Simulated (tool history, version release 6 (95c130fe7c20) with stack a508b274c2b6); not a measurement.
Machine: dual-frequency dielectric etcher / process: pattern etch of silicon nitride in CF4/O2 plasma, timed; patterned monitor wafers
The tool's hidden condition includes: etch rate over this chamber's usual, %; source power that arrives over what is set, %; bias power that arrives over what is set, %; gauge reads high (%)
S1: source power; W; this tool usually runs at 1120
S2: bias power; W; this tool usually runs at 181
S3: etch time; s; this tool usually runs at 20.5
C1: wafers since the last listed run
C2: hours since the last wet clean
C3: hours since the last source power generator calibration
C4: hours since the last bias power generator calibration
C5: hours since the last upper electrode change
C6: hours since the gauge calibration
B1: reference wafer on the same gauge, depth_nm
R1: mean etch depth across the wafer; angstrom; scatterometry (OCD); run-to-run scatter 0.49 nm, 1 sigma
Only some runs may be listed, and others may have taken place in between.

| run | hour | S1 | S2 | S3 | C1 | C2 | C3 | C4 | C5 | C6 | B1 | R1 |
|---|---|---|---|---|---|---|---|---|---|---|---|---|
| 1 | 0 | 1120 | 181 | 20.5 | 0 | 405.7 | 2632.8 | 2759.7 | 2194.8 | 237.9 | 81.8 | 772 |
| 2 | 12.7 | 1120 | 181 | 20.5 | 258 | 418.4 | 2645.5 | 2772.4 | 2207.5 | 250.6 | 82 | 786 |
| 3 | 27.9 | 1120 | 181 | 20.5 | 309 | 433.6 | 2660.7 | 2787.6 | 2222.7 | 265.8 | 82 | 781 |
| 4 | 36.3 | 1120 | 181 | 20.5 | 170 | 442 | 2669.1 | 2796 | 2231.1 | 274.2 | 82 | 770 |
| 5 | 47.7 | 900 | 181 | 20.5 | 231 | 453.4 | 2680.5 | 2807.4 | 2242.5 | 285.6 | 82 | 662 |
| 6 | 62 | 1120 | 181 | 20.5 | 290 | 467.7 | 2694.8 | 2821.7 | 2256.8 | 299.9 | 81.9 | 778 |
| 7 | 77.1 | 1290 | 158 | 24 | 307 | 482.8 | 2709.9 | 2836.8 | 2271.9 | 315 | 81.9 | 984 |
| 8 | 93.1 | 850 | 181 | 20.5 | 325 | 498.8 | 2725.9 | 2852.8 | 2287.9 | 331 | 81.9 | 637 |
| 9 | 105 | 1120 | 161 | 20.5 | 242 | 510.7 | 2737.8 | 2864.7 | 2299.8 | 342.9 | 82.2 | 752 |
| 10 | 117.3 | 930 | 136 | 23 | 250 | 523 | 2750.1 | 2877 | 2312.1 | 355.2 | 82 | 697 |
|  | 128.9 | source power generator calibrated |
| 11 | 129.4 | 1330 | 181 | 20.5 | 164 | 535.1 | 0.5 | 2889.1 | 2324.2 | 367.3 | 82.2 | 906 |
| 12 | 141.1 | 1120 | 181 | 20.5 | 237 | 546.8 | 12.2 | 2900.8 | 2335.9 | 379 | 81.9 | 785 |
|  | 185.8 | wet clean of the chamber |
| 13 | 190.2 | 1120 | 225 | 20.5 | 510 | 4.4 | 61.3 | 2949.9 | 2385 | 428.1 | 82 | 810 |
|  | 216.7 | upper electrode replaced |
| 14 | 217.2 | 1120 | 181 | 20.5 | 61 | 31.4 | 88.3 | 2976.9 | 0.5 | 455.1 | 82 | 746 |
| 15 | 218.4 | 1120 | 181 | 20.5 | 24 | 32.6 | 89.5 | 2978.1 | 1.7 | 456.3 | 81.9 | 749 |
| 16 | 226.2 | 1120 | 181 | 23 | 158 | 40.4 | 97.3 | 2985.9 | 9.5 | 464.1 | 81.8 | 850 |
| 17 | 241.8 | 1340 | 198 | 18.5 | 317 | 56 | 112.9 | 3001.5 | 25.1 | 479.7 | 82 | 809 |
|  | 254.9 | gauge calibrated |
| 18 | 254.9 | 1360 | 167 | 25 | 266 | 69.1 | 126 | 3014.6 | 38.2 | 0 | 82 | 1046 |
| 19 | 265.3 | 990 | 150 | 24 | 211 | 79.5 | 136.4 | 3025 | 48.6 | 10.4 | 81.7 | 752 |
|  | 271.4 | bias power generator calibrated |
| 20 | 278.1 | 1120 | 181 | 20.5 | 178 | 92.3 | 149.2 | 6.7 | 61.4 | 23.2 | 81.9 | 752 |
| 21 | 291.5 | 1120 | 181 | 20.5 | 272 | 105.7 | 162.6 | 20.1 | 74.8 | 36.6 | 82.2 | 745 |
| 22 | 298.2 | 1290 | 181 | 26 | 136 | 112.4 | 169.3 | 26.8 | 81.5 | 43.3 | 82 | 1074 |
| 23 | 310.2 | 1120 | 181 | 18.5 | 244 | 124.4 | 181.3 | 38.8 | 93.5 | 55.3 | 82.3 | 679 |
| 24 | 324.8 | 1040 | 203 | 20.5 | 296 | 139 | 195.9 | 53.4 | 108.1 | 69.9 | 82.2 | 738 |
| 25 | 341.4 | 860 | 202 | 23 | 337 | 155.6 | 212.5 | 70 | 124.7 | 86.5 | 82.1 | 716 |
| 26 | 349.8 | 1120 | 181 | 20.5 | 170 | 164 | 220.9 | 78.4 | 133.1 | 94.9 | 82.2 | 760 |
| 27 | 357.5 | 1230 | 201 | 26 | 156 | 171.7 | 228.6 | 86.1 | 140.8 | 102.6 | 82 | 1078 |
| 28 | 397.1 | 940 | 168 | 20.5 | 805 | 211.3 | 268.2 | 125.7 | 180.4 | 142.2 | 81.9 | 651 |
| 29 | 405.5 | 1120 | 181 | 23.5 | 170 | 219.7 | 276.6 | 134.1 | 188.8 | 150.6 | 82 | 884 |
| 30 | 422.4 | 920 | 158 | 20.5 | 343 | 236.6 | 293.5 | 151 | 205.7 | 167.5 | 82.2 | 627 |

Here are 4 independent what-if runs from the current tool condition. What would each one return?
| A | 422.8 | 1120 | 181 | 20.5 | 8 | 237 | 293.9 | 151.4 | 206.1 | 167.9 | ? | ? |
| B | 422.8 | 1120 | 144 | 26 | 8 | 237 | 293.9 | 151.4 | 206.1 | 167.9 | ? | ? |
| C | 422.8 | 1230 | 181 | 16 | 8 | 237 | 293.9 | 151.4 | 206.1 | 167.9 | ? | ? |
| D | 422.8 | 950 | 195 | 17 | 8 | 237 | 293.9 | 151.4 | 206.1 | 167.9 | ? | ? |

| run | B1 | R1 |
|---|---|---|
| A | 81.9 | 767 |
| B | 81.9 | 908 |
| C | 81.9 | 644 |
| D | 81.9 | 572 |
The same runs, with their run-to-run variation unchanged, on a tool lacking any hidden condition would have given:
| run | R1 |
|---|---|
| A | 747 |
| B | 885 |
| C | 628 |
| D | 558 |
